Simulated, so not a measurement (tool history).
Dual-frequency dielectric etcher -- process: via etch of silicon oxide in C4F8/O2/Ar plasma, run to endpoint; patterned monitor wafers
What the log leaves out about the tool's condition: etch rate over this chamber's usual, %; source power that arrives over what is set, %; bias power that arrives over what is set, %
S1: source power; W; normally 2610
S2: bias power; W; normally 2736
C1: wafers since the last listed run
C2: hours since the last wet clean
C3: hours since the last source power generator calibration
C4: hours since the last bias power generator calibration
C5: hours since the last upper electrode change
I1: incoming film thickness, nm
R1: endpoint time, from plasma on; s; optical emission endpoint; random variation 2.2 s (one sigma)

Run 1, hour 0.0: usual settings; C1 0; C2 280.9; C3 2845.5; C4 3561.0; C5 5114.9; I1 2211.7. Result: R1 347.7 s.
Run 2, hour 43.0: usual settings but S2 2557 W; C1 264; C2 323.9; C3 2888.5; C4 3604.0; C5 5157.9; I1 2210.5. Result: R1 357.3 s.
Run 3, hour 70.6: usual settings but S2 2557 W; C1 169; C2 351.5; C3 2916.1; C4 3631.6; C5 5185.5; I1 2197.5. Result: R1 351.3 s.
Run 4, hour 104.0: usual settings but S2 2544 W; C1 205; C2 384.9; C3 2949.5; C4 3665.0; C5 5218.9; I1 2199.6. Result: R1 361.0 s.
Run 5, hour 144.1: usual settings but S2 2544 W; C1 246; C2 425.0; C3 2989.6; C4 3705.1; C5 5259.0; I1 2213.4. Result: R1 358.6 s.
Run 6, hour 201.4: usual settings but S2 2544 W; C1 352; C2 482.3; C3 3046.9; C4 3762.4; C5 5316.3; I1 2199.0. Result: R1 361.9 s.
At hour 271.0: wet clean of the chamber.
Run 7, hour 271.5: usual settings but S1 2410 W; C1 283; C2 0.5; C3 3117.0; C4 3832.5; C5 5386.4; I1 2192.6. Result: R1 337.1 s.
Run 8, hour 290.5: usual settings; C1 116; C2 19.5; C3 3136.0; C4 3851.5; C5 5405.4; I1 2196.9. Result: R1 334.8 s.
Run 9, hour 328.8: usual settings; C1 235; C2 57.8; C3 3174.3; C4 3889.8; C5 5443.7; I1 2190.3. Result: R1 328.1 s.
Run 10, hour 381.1: usual settings; C1 321; C2 110.1; C3 3226.6; C4 3942.1; C5 5496.0; I1 2197.2. Result: R1 334.5 s.
At hour 394.3: source power generator calibrated.
Run 11, hour 414.9: usual settings; C1 183; C2 143.9; C3 20.6; C4 3975.9; C5 5529.8; I1 2215.1. Result: R1 335.5 s.
Run 12, hour 475.8: usual settings; C1 374; C2 204.8; C3 81.5; C4 4036.8; C5 5590.7; I1 2194.0. Result: R1 335.2 s.
Run 13, hour 537.5: usual settings; C1 379; C2 266.5; C3 143.2; C4 4098.5; C5 5652.4; I1 2188.7. Result: R1 336.3 s.
Run 14, hour 603.3: usual settings but S1 2930 W, S2 2967 W; C1 404; C2 332.3; C3 209.0; C4 4164.3; C5 5718.2; I1 2207.7. Result: R1 323.9 s.
Run 15, hour 659.1: usual settings but S2 2408 W; C1 343; C2 388.1; C3 264.8; C4 4220.1; C5 5774.0; I1 2200.5. Result: R1 354.7 s.
Run 16, hour 693.2: usual settings but S1 2310 W; C1 209; C2 422.2; C3 298.9; C4 4254.2; C5 5808.1; I1 2194.9. Result: R1 353.3 s.
Run 17, hour 718.3: usual settings but S1 2360 W, S2 2072 W; C1 154; C2 447.3; C3 324.0; C4 4279.3; C5 5833.2; I1 2211.3. Result: R1 386.0 s.
At hour 772.5: bias power generator calibrated.
Run 18, hour 780.3: usual settings but S1 2050 W, S2 2399 W; C1 356; C2 509.3; C3 386.0; C4 7.8; C5 5895.2; I1 2207.3. Result: R1 378.5 s.
Run 19, hour 839.8: usual settings but S1 1970 W, S2 2947 W; C1 365; C2 568.8; C3 445.5; C4 67.3; C5 5954.7; I1 2208.8. Result: R1 364.3 s.
Run 20, hour 908.9: usual settings; C1 424; C2 637.9; C3 514.6; C4 136.4; C5 6023.8; I1 2209.5. Result: R1 353.7 s.
At hour 936.3: wet clean of the chamber.
Run 21, hour 939.1: usual settings but S2 2550 W; C1 38; C2 2.8; C3 544.8; C4 166.6; C5 6054.0; I1 2205.1. Result: R1 337.3 s.
Run 22, hour 966.4: usual settings but S1 2370 W, S2 2378 W; C1 167; C2 30.1; C3 572.1; C4 193.9; C5 6081.3; I1 2206.1. Result: R1 355.6 s.
Run 23, hour 1019.6: usual settings but S1 2440 W; C1 327; C2 83.3; C3 625.3; C4 247.1; C5 6134.5; I1 2227.9. Result: R1 343.0 s.
Run 24, hour 1060.4: usual settings but S2 2294 W; C1 250; C2 124.1; C3 666.1; C4 287.9; C5 6175.3; I1 2214.7. Result: R1 352.6 s.
At hour 1093.8: upper electrode replaced.
Run 25, hour 1126.9: usual settings but S2 3394 W; C1 261; C2 190.6; C3 732.6; C4 354.4; C5 33.1; I1 2191.5. Result: R1 315.7 s.
Run 26, hour 1170.3: usual settings; C1 266; C2 234.0; C3 776.0; C4 397.8; C5 76.5; I1 2208.2. Result: R1 341.6 s.
Run 27, hour 1218.9: usual settings; C1 298; C2 282.6; C3 824.6; C4 446.4; C5 125.1; I1 2208.6. Result: R1 341.6 s.
Run 28, hour 1285.3: usual settings but S1 3250 W; C1 408; C2 349.0; C3 891.0; C4 512.8; C5 191.5; I1 2204.5. Result: R1 321.7 s.
Run 29, hour 1343.3: usual settings but S1 2000 W; C1 356; C2 407.0; C3 949.0; C4 570.8; C5 249.5; I1 2203.9. Result: R1 370.8 s.
Run 30, hour 1406.4: usual settings but S2 3203 W; C1 388; C2 470.1; C3 1012.1; C4 633.9; C5 312.6; I1 2225.0. Result: R1 336.2 s.
At hour 1464.7: wet clean of the chamber.
Run 31, hour 1465.2: usual settings but S1 2110 W, S2 3401 W; C1 214; C2 0.5; C3 1070.9; C4 692.7; C5 371.4; I1 2191.9. Result: R1 328.0 s.
Run 32, hour 1490.6: usual settings; C1 156; C2 25.9; C3 1096.3; C4 718.1; C5 396.8; I1 2207.2. Result: R1 334.4 s.
Run 33, hour 1557.3: usual settings but S1 3120 W, S2 3270 W; C1 410; C2 92.6; C3 1163.0; C4 784.8; C5 463.5; I1 2210.1. Result: R1 304.2 s.
Run 34, hour 1612.2: usual settings; C1 337; C2 147.5; C3 1217.9; C4 839.7; C5 518.4; I1 2193.3. Result: R1 334.7 s.
Run 35, hour 1663.8: usual settings; C1 317; C2 199.1; C3 1269.5; C4 891.3; C5 570.0; I1 2230.9. Result: R1 346.2 s.

Here are 4 independent what-if runs from the current tool condition. What would each one return?
Run A, hour 1664.3: usual settings but S1 3260 W; C1 3; C2 199.6; C3 1270.0; C4 891.8; C5 570.5; I1 2211.3. Result: R1 ?.
Run B, hour 1664.3: usual settings but S2 2344 W; C1 3; C2 199.6; C3 1270.0; C4 891.8; C5 570.5; I1 2211.3. Result: R1 ?.
Run C, hour 1664.3: usual settings but S1 2070 W, S2 2310 W; C1 3; C2 199.6; C3 1270.0; C4 891.8; C5 570.5; I1 2211.3. Result: R1 ?.
Run D, hour 1664.3: usual settings but S1 2960 W, S2 3125 W; C1 3; C2 199.6; C3 1270.0; C4 891.8; C5 570.5; I1 2211.3. Result: R1 ?.

run     R1
  A  318.9
  B  354.8
  C  378.9
  D  315.5
Without the tool's hidden state the same runs would have given:
run     R1
  A  311.8
  B  346.9
  C  370.4
  D  308.4
